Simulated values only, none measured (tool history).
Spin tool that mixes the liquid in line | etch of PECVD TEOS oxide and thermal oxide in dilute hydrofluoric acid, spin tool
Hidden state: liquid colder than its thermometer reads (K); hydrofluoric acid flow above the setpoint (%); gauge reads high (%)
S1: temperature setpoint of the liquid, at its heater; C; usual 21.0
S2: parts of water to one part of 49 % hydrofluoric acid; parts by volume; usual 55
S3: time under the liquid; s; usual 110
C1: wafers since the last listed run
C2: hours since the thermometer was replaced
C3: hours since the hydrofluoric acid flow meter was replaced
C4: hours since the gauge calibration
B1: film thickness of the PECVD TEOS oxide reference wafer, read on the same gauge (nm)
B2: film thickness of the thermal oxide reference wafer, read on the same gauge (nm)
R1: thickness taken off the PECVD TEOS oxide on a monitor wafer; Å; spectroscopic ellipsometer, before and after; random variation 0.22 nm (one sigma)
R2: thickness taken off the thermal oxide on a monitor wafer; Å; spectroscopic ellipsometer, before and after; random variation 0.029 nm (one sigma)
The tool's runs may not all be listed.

Run 1, hour 0.0: usual settings but S2 40 parts by volume; C1 0; C2 531.5; C3 533.2; C4 1421.3; B1 29.30; B2 136.74. Result: R1 392.4 Å, R2 124.9 Å.
Run 2, hour 82.4: usual settings but S2 40 parts by volume; C1 619; C2 613.9; C3 615.6; C4 1503.7; B1 29.22; B2 136.43. Result: R1 385.5 Å, R2 124.7 Å.
Run 3, hour 249.5: usual settings; C1 1255; C2 781.0; C3 782.7; C4 1670.8; B1 29.08; B2 135.66. Result: R1 275.5 Å, R2 88.8 Å.
Run 4, hour 307.4: usual settings; C1 435; C2 838.9; C3 840.6; C4 1728.7; B1 29.01; B2 135.37. Result: R1 275.7 Å, R2 88.5 Å.
Run 5, hour 378.0: usual settings; C1 530; C2 909.5; C3 911.2; C4 1799.3; B1 28.94; B2 135.03. Result: R1 275.6 Å, R2 88.3 Å.
At hour 380.9: gauge calibrated.
At hour 448.3: thermometer replaced.
Run 6, hour 473.8: usual settings; C1 712; C2 25.5; C3 1007.0; C4 92.9; B1 29.92; B2 139.67. Result: R1 285.0 Å, R2 91.3 Å.
Run 7, hour 525.2: usual settings but S3 80 s; C1 386; C2 76.9; C3 1058.4; C4 144.3; B1 29.92; B2 139.64. Result: R1 204.5 Å, R2 66.6 Å.
Run 8, hour 583.1: usual settings but S3 80 s; C1 435; C2 134.8; C3 1116.3; C4 202.2; B1 29.94; B2 139.61. Result: R1 202.7 Å, R2 66.0 Å.
Run 9, hour 634.6: usual settings but S3 80 s; C1 386; C2 186.3; C3 1167.8; C4 253.7; B1 29.89; B2 139.58. Result: R1 208.1 Å, R2 66.3 Å.
Run 10, hour 677.9: usual settings but S1 17.5 C, S3 135 s; C1 325; C2 229.6; C3 1211.1; C4 297.0; B1 29.92; B2 139.54. Result: R1 300.1 Å, R2 96.7 Å.
Run 11, hour 716.7: usual settings but S3 165 s; C1 291; C2 268.4; C3 1249.9; C4 335.8; B1 29.91; B2 139.50. Result: R1 422.5 Å, R2 136.8 Å.
Run 12, hour 790.2: usual settings; C1 552; C2 341.9; C3 1323.4; C4 409.3; B1 29.87; B2 139.41. Result: R1 281.0 Å, R2 91.1 Å.
Run 13, hour 876.7: usual settings but S1 19.5 C, S2 65 parts by volume, S3 65 s; C1 649; C2 428.4; C3 1409.9; C4 495.8; B1 29.86; B2 139.31. Result: R1 130.2 Å, R2 42.0 Å.
Run 14, hour 931.9: usual settings but S2 35 parts by volume; C1 414; C2 483.6; C3 1465.1; C4 551.0; B1 29.85; B2 139.25. Result: R1 455.7 Å, R2 146.4 Å.
Run 15, hour 977.0: usual settings but S1 25.5 C, S3 60 s; C1 338; C2 528.7; C3 1510.2; C4 596.1; B1 29.81; B2 139.17. Result: R1 183.3 Å, R2 59.2 Å.
Run 16, hour 1031.3: usual settings but S1 19.5 C, S3 155 s; C1 407; C2 583.0; C3 1564.5; C4 650.4; B1 29.80; B2 139.08. Result: R1 370.6 Å, R2 119.2 Å.
At hour 1046.5: hydrofluoric acid flow meter replaced.
Run 17, hour 1068.4: usual settings but S1 25.5 C, S3 175 s; C1 271; C2 620.1; C3 21.9; C4 687.5; B1 29.80; B2 138.98. Result: R1 538.7 Å, R2 173.8 Å.
Run 18, hour 1126.9: usual settings; C1 439; C2 678.6; C3 80.4; C4 746.0; B1 29.76; B2 138.85. Result: R1 281.3 Å, R2 90.3 Å.
Run 19, hour 1205.9: usual settings but S1 26.0 C, S2 65 parts by volume, S3 55 s; C1 593; C2 757.6; C3 159.4; C4 825.0; B1 29.72; B2 138.68. Result: R1 144.5 Å, R2 46.2 Å.
Run 20, hour 1277.3: usual settings; C1 536; C2 829.0; C3 230.8; C4 896.4; B1 29.67; B2 138.53. Result: R1 280.2 Å, R2 90.7 Å.
Run 21, hour 1352.6: usual settings but S1 23.0 C, S2 35 parts by volume, S3 85 s; C1 565; C2 904.3; C3 306.1; C4 971.7; B1 29.65; B2 138.30. Result: R1 381.8 Å, R2 122.6 Å.
At hour 1492.4: thermometer replaced.
Run 22, hour 1644.6: usual settings but S3 65 s; C1 2186; C2 152.2; C3 598.1; C4 1263.7; B1 29.44; B2 137.37. Result: R1 164.5 Å, R2 52.9 Å.
Run 23, hour 1723.4: usual settings; C1 592; C2 231.0; C3 676.9; C4 1342.5; B1 29.36; B2 137.11. Result: R1 276.8 Å, R2 88.9 Å.
Run 24, hour 1761.4: usual settings but S1 18.0 C, S2 45 parts by volume, S3 135 s; C1 285; C2 269.0; C3 714.9; C4 1380.5; B1 29.34; B2 136.94. Result: R1 374.4 Å, R2 119.8 Å.
Run 25, hour 1891.2: usual settings; C1 975; C2 398.8; C3 844.7; C4 1510.3; B1 29.23; B2 136.38. Result: R1 278.4 Å, R2 89.0 Å.
Run 26, hour 1993.7: usual settings but S3 150 s; C1 770; C2 501.3; C3 947.2; C4 1612.8; B1 29.15; B2 135.94. Result: R1 376.2 Å, R2 120.2 Å.
Run 27, hour 2075.9: usual settings but S1 22.5 C, S2 75 parts by volume, S3 155 s; C1 617; C2 583.5; C3 1029.4; C4 1695.0; B1 29.04; B2 135.57. Result: R1 297.2 Å, R2 94.9 Å.

Hidden state or all else? Some run-to-run changes of R1, split into what the settings, what came in and random variation would give without the hidden state, and what is left for the hidden state (with any gauge scatter that isn't in both results):
Run 5 -> 6: gauge calibrated, thermometer replaced. R1 +9.4 Å: hidden state +9.5, all else -0.1.
Run 13 -> 14: S1 19.5 -> 21.0, S2 65 -> 35, S3 65 -> 110. R1 +325.5 Å: hidden state -1.9, all else +327.4.
Run 14 -> 15: S1 21.0 -> 25.5, S2 35 -> 55, S3 110 -> 60. R1 -272.4 Å: hidden state +1.4, all else -273.8.
Run 25 -> 26: S3 110 -> 150. R1 +97.8 Å: hidden state -3.8, all else +101.6.

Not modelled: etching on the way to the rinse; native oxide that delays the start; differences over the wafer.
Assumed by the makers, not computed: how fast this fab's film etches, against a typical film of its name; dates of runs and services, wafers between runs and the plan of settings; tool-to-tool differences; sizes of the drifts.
